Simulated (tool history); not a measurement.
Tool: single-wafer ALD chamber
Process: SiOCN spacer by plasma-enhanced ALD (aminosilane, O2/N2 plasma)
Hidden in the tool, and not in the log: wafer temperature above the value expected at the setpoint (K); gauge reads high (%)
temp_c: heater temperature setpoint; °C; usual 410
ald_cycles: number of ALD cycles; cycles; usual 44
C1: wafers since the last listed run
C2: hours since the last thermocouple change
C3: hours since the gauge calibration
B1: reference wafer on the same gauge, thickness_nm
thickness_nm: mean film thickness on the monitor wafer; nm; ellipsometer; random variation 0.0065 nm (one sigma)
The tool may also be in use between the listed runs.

{"run": 1, "hour": 0.0, "temp_c": 410, "ald_cycles": 41, "C1": 0, "C2": 2203.0, "C3": 767.7, "B1": 2.446, "thickness_nm": 2.478}
{"run": 2, "hour": 22.2, "temp_c": 410, "ald_cycles": 41, "C1": 118, "C2": 2225.2, "C3": 789.9, "B1": 2.449, "thickness_nm": 2.47}
{"run": 3, "hour": 39.1, "temp_c": 410, "ald_cycles": 50, "C1": 90, "C2": 2242.1, "C3": 806.8, "B1": 2.45, "thickness_nm": 3.03}
{"run": 4, "hour": 68.8, "temp_c": 410, "ald_cycles": 50, "C1": 158, "C2": 2271.8, "C3": 836.5, "B1": 2.452, "thickness_nm": 3.02}
{"run": 5, "hour": 84.0, "temp_c": 410, "ald_cycles": 50, "C1": 81, "C2": 2287.0, "C3": 851.7, "B1": 2.454, "thickness_nm": 3.02}
{"run": 6, "hour": 99.9, "temp_c": 413, "ald_cycles": 44, "C1": 84, "C2": 2302.9, "C3": 867.6, "B1": 2.455, "thickness_nm": 2.623}
{"run": 7, "hour": 126.8, "temp_c": 413, "ald_cycles": 44, "C1": 143, "C2": 2329.8, "C3": 894.5, "B1": 2.458, "thickness_nm": 2.63}
{"run": 8, "hour": 146.8, "temp_c": 410, "ald_cycles": 39, "C1": 106, "C2": 2349.8, "C3": 914.5, "B1": 2.46, "thickness_nm": 2.354}
{"run": 9, "hour": 177.9, "temp_c": 410, "ald_cycles": 44, "C1": 166, "C2": 2380.9, "C3": 945.6, "B1": 2.464, "thickness_nm": 2.673}
{"run": 10, "hour": 272.0, "temp_c": 410, "ald_cycles": 44, "C1": 502, "C2": 2475.0, "C3": 1039.7, "B1": 2.474, "thickness_nm": 2.679}
{"run": 11, "hour": 290.0, "temp_c": 410, "ald_cycles": 44, "C1": 96, "C2": 2493.0, "C3": 1057.7, "B1": 2.476, "thickness_nm": 2.688}
{"run": 12, "hour": 322.0, "temp_c": 410, "ald_cycles": 44, "C1": 170, "C2": 2525.0, "C3": 1089.7, "B1": 2.48, "thickness_nm": 2.696}
{"hour": 339.6, "done": "gauge calibrated"}
{"run": 13, "hour": 343.5, "temp_c": 410, "ald_cycles": 44, "C1": 114, "C2": 2546.5, "C3": 3.9, "B1": 2.403, "thickness_nm": 2.6}
{"hour": 352.6, "done": "thermocouple changed; heater temperature recalibrated"}
{"run": 14, "hour": 397.8, "temp_c": 410, "ald_cycles": 37, "C1": 247, "C2": 45.2, "C3": 58.2, "B1": 2.406, "thickness_nm": 2.184}
{"run": 15, "hour": 414.9, "temp_c": 410, "ald_cycles": 37, "C1": 91, "C2": 62.3, "C3": 75.3, "B1": 2.403, "thickness_nm": 2.196}
{"run": 16, "hour": 457.7, "temp_c": 420, "ald_cycles": 44, "C1": 228, "C2": 105.1, "C3": 118.1, "B1": 2.404, "thickness_nm": 2.522}
{"run": 17, "hour": 489.3, "temp_c": 420, "ald_cycles": 44, "C1": 168, "C2": 136.7, "C3": 149.7, "B1": 2.405, "thickness_nm": 2.528}
{"run": 18, "hour": 510.6, "temp_c": 420, "ald_cycles": 44, "C1": 113, "C2": 158.0, "C3": 171.0, "B1": 2.406, "thickness_nm": 2.519}
{"run": 19, "hour": 534.0, "temp_c": 410, "ald_cycles": 44, "C1": 125, "C2": 181.4, "C3": 194.4, "B1": 2.404, "thickness_nm": 2.617}
{"run": 20, "hour": 551.1, "temp_c": 410, "ald_cycles": 44, "C1": 91, "C2": 198.5, "C3": 211.5, "B1": 2.405, "thickness_nm": 2.621}
{"run": 21, "hour": 563.5, "temp_c": 400, "ald_cycles": 50, "C1": 66, "C2": 210.9, "C3": 223.9, "B1": 2.407, "thickness_nm": 3.058}
{"run": 22, "hour": 584.3, "temp_c": 425, "ald_cycles": 52, "C1": 111, "C2": 231.7, "C3": 244.7, "B1": 2.408, "thickness_nm": 2.928}
{"run": 23, "hour": 602.8, "temp_c": 399, "ald_cycles": 38, "C1": 98, "C2": 250.2, "C3": 263.2, "B1": 2.408, "thickness_nm": 2.328}
{"run": 24, "hour": 634.2, "temp_c": 410, "ald_cycles": 44, "C1": 167, "C2": 281.6, "C3": 294.6, "B1": 2.408, "thickness_nm": 2.608}
{"run": 25, "hour": 667.5, "temp_c": 422, "ald_cycles": 48, "C1": 177, "C2": 314.9, "C3": 327.9, "B1": 2.408, "thickness_nm": 2.748}
{"run": 26, "hour": 696.1, "temp_c": 420, "ald_cycles": 44, "C1": 152, "C2": 343.5, "C3": 356.5, "B1": 2.41, "thickness_nm": 2.525}
{"run": 27, "hour": 715.5, "temp_c": 396, "ald_cycles": 37, "C1": 103, "C2": 362.9, "C3": 375.9, "B1": 2.412, "thickness_nm": 2.266}
{"run": 28, "hour": 735.4, "temp_c": 425, "ald_cycles": 51, "C1": 106, "C2": 382.8, "C3": 395.8, "B1": 2.413, "thickness_nm": 2.876}
{"run": 29, "hour": 750.0, "temp_c": 417, "ald_cycles": 38, "C1": 78, "C2": 397.4, "C3": 410.4, "B1": 2.412, "thickness_nm": 2.198}
{"run": 30, "hour": 785.0, "temp_c": 399, "ald_cycles": 38, "C1": 187, "C2": 432.4, "C3": 445.4, "B1": 2.415, "thickness_nm": 2.327}
{"run": 31, "hour": 810.1, "temp_c": 410, "ald_cycles": 44, "C1": 134, "C2": 457.5, "C3": 470.5, "B1": 2.416, "thickness_nm": 2.616}
{"run": 32, "hour": 836.7, "temp_c": 410, "ald_cycles": 44, "C1": 142, "C2": 484.1, "C3": 497.1, "B1": 2.418, "thickness_nm": 2.623}
{"run": 33, "hour": 854.8, "temp_c": 410, "ald_cycles": 51, "C1": 96, "C2": 502.2, "C3": 515.2, "B1": 2.419, "thickness_nm": 3.041}
{"run": 34, "hour": 890.2, "temp_c": 402, "ald_cycles": 46, "C1": 189, "C2": 537.6, "C3": 550.6, "B1": 2.42, "thickness_nm": 2.812}
{"run": 35, "hour": 918.2, "temp_c": 420, "ald_cycles": 44, "C1": 149, "C2": 565.6, "C3": 578.6, "B1": 2.422, "thickness_nm": 2.536}
{"run": 36, "hour": 951.7, "temp_c": 423, "ald_cycles": 44, "C1": 179, "C2": 599.1, "C3": 612.1, "B1": 2.425, "thickness_nm": 2.518}
{"run": 37, "hour": 979.9, "temp_c": 410, "ald_cycles": 44, "C1": 150, "C2": 627.3, "C3": 640.3, "B1": 2.427, "thickness_nm": 2.629}
{"run": 38, "hour": 1014.5, "temp_c": 410, "ald_cycles": 47, "C1": 184, "C2": 661.9, "C3": 674.9, "B1": 2.429, "thickness_nm": 2.831}
{"run": 39, "hour": 1031.5, "temp_c": 421, "ald_cycles": 44, "C1": 90, "C2": 678.9, "C3": 691.9, "B1": 2.431, "thickness_nm": 2.544}

Hidden state or all else? Some run-to-run changes of thickness_nm, split into what the settings, what came in and random variation would give without the hidden state, and what is left for the hidden state (with any gauge scatter that isn't in both results):
Run 2 -> 3: ald_cycles 41 -> 50. thickness_nm +0.560 nm: hidden state +0.012, all else +0.548.
Run 8 -> 9: ald_cycles 39 -> 44. thickness_nm +0.319 nm: hidden state +0.011, all else +0.308.
Run 12 -> 13: gauge calibrated. thickness_nm -0.096 nm: hidden state -0.084, all else -0.012.
Run 22 -> 23: temp_c 425 -> 399, ald_cycles 52 -> 38. thickness_nm -0.600 nm: hidden state +0.001, all else -0.601.
Run 27 -> 28: temp_c 396 -> 425, ald_cycles 37 -> 51. thickness_nm +0.610 nm: hidden state +0.002, all else +0.608.
Run 28 -> 29: temp_c 425 -> 417, ald_cycles 51 -> 38. thickness_nm -0.678 nm: hidden state -0.001, all else -0.677.
